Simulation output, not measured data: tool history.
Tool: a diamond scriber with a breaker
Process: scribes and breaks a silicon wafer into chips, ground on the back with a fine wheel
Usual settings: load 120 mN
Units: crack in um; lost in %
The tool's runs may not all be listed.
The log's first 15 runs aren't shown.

run	day	load	incoming depth of the damage left on the back of the incoming wafer, um	crack	lost
16	15.254	89	2.61	6.96	13.05
17	16.725	104	2.26	7.36	7.46
18	17.625	131	1.51	8.08	2.06
19	18.200	139	2.87	8.24	5.73
20	19.533	120	1.53	7.63	3.06
# day 20.296: load on the tip recalibrated
21	23.758	150	2.02	8.30	2.93
# day 24.617: diamond tip replaced by a new one
22	25.096	120	2.74	8.07	5.14
23	26.554	98	2.18	7.52	6.62
24	28.296	120	2.80	8.12	5.16
25	29.421	143	2.40	8.79	4.87
26	29.975	120	2.65	8.07	4.29
27	32.975	88	1.84	7.13	8.79
28	34.238	136	2.43	8.47	4.36
29	35.058	141	1.90	8.52	3.29
30	35.804	153	2.35	8.98	5.50

3 ways to go on from here, each from the tool as it stands after run 30. What would each give?
A	35.829	107	1.71	?	?
B	35.829	103	1.71	?	?
C	35.829	155	1.71	?	?

run	crack	lost
A	7.57	4.04
B	7.46	4.84
C	8.85	5.29
Without the tool's hidden state the same runs would have given:
run	crack	lost
A	7.70	3.30
B	7.59	3.92
C	9.00	6.50
